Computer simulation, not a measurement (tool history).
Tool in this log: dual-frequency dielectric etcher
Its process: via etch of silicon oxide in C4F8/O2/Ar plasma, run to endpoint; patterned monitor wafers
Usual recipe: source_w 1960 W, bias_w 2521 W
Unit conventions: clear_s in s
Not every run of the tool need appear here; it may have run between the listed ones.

run    hour  source_w  bias_w  wafers since the last listed run  hours since the last wet clean  hours since the last source power generator calibration  hours since the last bias power generator calibration  hours since the last upper electrode change  incoming incoming film thickness, nm  clear_s
  1     0.0      1960    2521                                 0                           407.3                                                   2891.6                                                 1311.2                                       3286.3                                1539.2    286.7
  2    82.2      1960    2521                               422                           489.5                                                   2973.8                                                 1393.4                                       3368.5                                1532.2    285.9
  3   136.6      1960    2962                               279                           543.9                                                   3028.2                                                 1447.8                                       3422.9                                1546.4    276.0
  4   173.7      1960    2962                               190                           581.0                                                   3065.3                                                 1484.9                                       3460.0                                1558.5    276.9
      233.3  -- wet clean of the chamber
      247.5  -- bias power generator calibrated
  5   273.0      1840    2329                               366                            39.7                                                   3164.6                                                   25.5                                       3559.3                                1539.4    295.2
  6   332.3      1840    2329                               304                            99.0                                                   3223.9                                                   84.8                                       3618.6                                1539.1    296.9
  7   373.1      1960    2521                               209                           139.8                                                   3264.7                                                  125.6                                       3659.4                                1550.5    285.9
  8   440.8      1960    2521                               347                           207.5                                                   3332.4                                                  193.3                                       3727.1                                1542.5    285.9
  9   486.7      1960    2521                               235                           253.4                                                   3378.3                                                  239.2                                       3773.0                                1532.7    283.2
 10   558.1      1960    2667                               366                           324.8                                                   3449.7                                                  310.6                                       3844.4                                1541.1    280.7
 11   656.0      1960    2667                               503                           422.7                                                   3547.6                                                  408.5                                       3942.3                                1515.7    277.1
 12   721.1      2090    2919                               334                           487.8                                                   3612.7                                                  473.6                                       4007.4                                1536.5    266.2
 13   793.7      1690    2878                               373                           560.4                                                   3685.3                                                  546.2                                       4080.0                                1536.3    287.1
      894.9  -- upper electrode replaced
      896.1  -- wet clean of the chamber
 14   896.6      2450    2315                               399                             0.5                                                   3788.2                                                  649.1                                          1.7                                1533.2    266.8
 15   972.6      1960    2521                               390                            76.5                                                   3864.2                                                  725.1                                         77.7                                1548.4    283.5
 16  1066.3      2420    2329                               481                           170.2                                                   3957.9                                                  818.8                                        171.4                                1535.2    268.1
 17  1134.7      1960    2521                               351                           238.6                                                   4026.3                                                  887.2                                        239.8                                1533.5    283.5
 18  1208.1      1960    2521                               377                           312.0                                                   4099.7                                                  960.6                                        313.2                                1537.5    284.0
 19  1427.0      2290    1937                              1124                           530.9                                                   4318.6                                                 1179.5                                        532.1                                1540.0    293.7
 20  1524.2      1830    2075                               499                           628.1                                                   4415.8                                                 1276.7                                        629.3                                1538.9    310.5
     1594.6  -- bias power generator calibrated
 21  1596.6      2260    2843                               351                           700.5                                                   4488.2                                                    2.0                                        701.7                                1539.0    264.3
     1691.2  -- wet clean of the chamber
 22  1691.7      1510    2981                               365                             0.5                                                   4583.3                                                   97.1                                        796.8                                1528.7    286.0
     1699.7  -- source power generator calibrated
 23  1784.2      1520    2076                               454                            93.0                                                     84.5                                                  189.6                                        889.3                                1533.6    327.0
 24  1846.9      1690    2878                               322                           155.7                                                    147.2                                                  252.3                                        952.0                                1538.1    286.2
 25  2110.4      1960    2521                              1353                           419.2                                                    410.7                                                  515.8                                       1215.5                                1532.0    287.2
 26  2198.3      1960    2521                               451                           507.1                                                    498.6                                                  603.7                                       1303.4                                1530.0    286.6
 27  2295.0      2230    3075                               496                           603.8                                                    595.3                                                  700.4                                       1400.1                                1514.7    257.5
 28  2378.5      2340    2090                               429                           687.3                                                    678.8                                                  783.9                                       1483.6                                1538.7    288.3
     2423.7  -- wet clean of the chamber
 29  2451.3      1960    2754                               250                            27.6                                                    751.6                                                  856.7                                       1556.4                                1531.1    274.7
 30  2491.6      1960    2521                               207                            67.9                                                    791.9                                                  897.0                                       1596.7                                1528.0    280.0
 31  2597.7      2220    2992                               545                           174.0                                                    898.0                                                 1003.1                                       1702.8                                1552.5    261.8
 32  2650.4      2370    2806                               270                           226.7                                                    950.7                                                 1055.8                                       1755.5                                1535.7    259.9
 33  2735.5      1680    2300                               437                           311.8                                                   1035.8                                                 1140.9                                       1840.6                                1527.3    306.7
 34  2842.6      1960    2363                               550                           418.9                                                   1142.9                                                 1248.0                                       1947.7                                1550.0    295.2

5 ways to go on from here, each from the tool as it stands after run 34. What would each give?
  A  2843.1      1960    2521                                 2                           419.4                                                   1143.4                                                 1248.5                                       1948.2                                1539.3        ?
  B  2843.1      2140    2232                                 2                           419.4                                                   1143.4                                                 1248.5                                       1948.2                                1539.3        ?
  C  2843.1      1580    3090                                 2                           419.4                                                   1143.4                                                 1248.5                                       1948.2                                1539.3        ?
  D  2843.1      1730    2521                                 2                           419.4                                                   1143.4                                                 1248.5                                       1948.2                                1539.3        ?
  E  2843.1      1960    1983                                 2                           419.4                                                   1143.4                                                 1248.5                                       1948.2                                1539.3        ?

run  clear_s
  A    286.8
  B    289.2
  C    287.8
  D    298.4
  E    308.2
The same runs, with their run-to-run variation unchanged, on a tool lacking any hidden condition would have given:
run  clear_s
  A    285.3
  B    287.6
  C    286.2
  D    296.8
  E    306.5
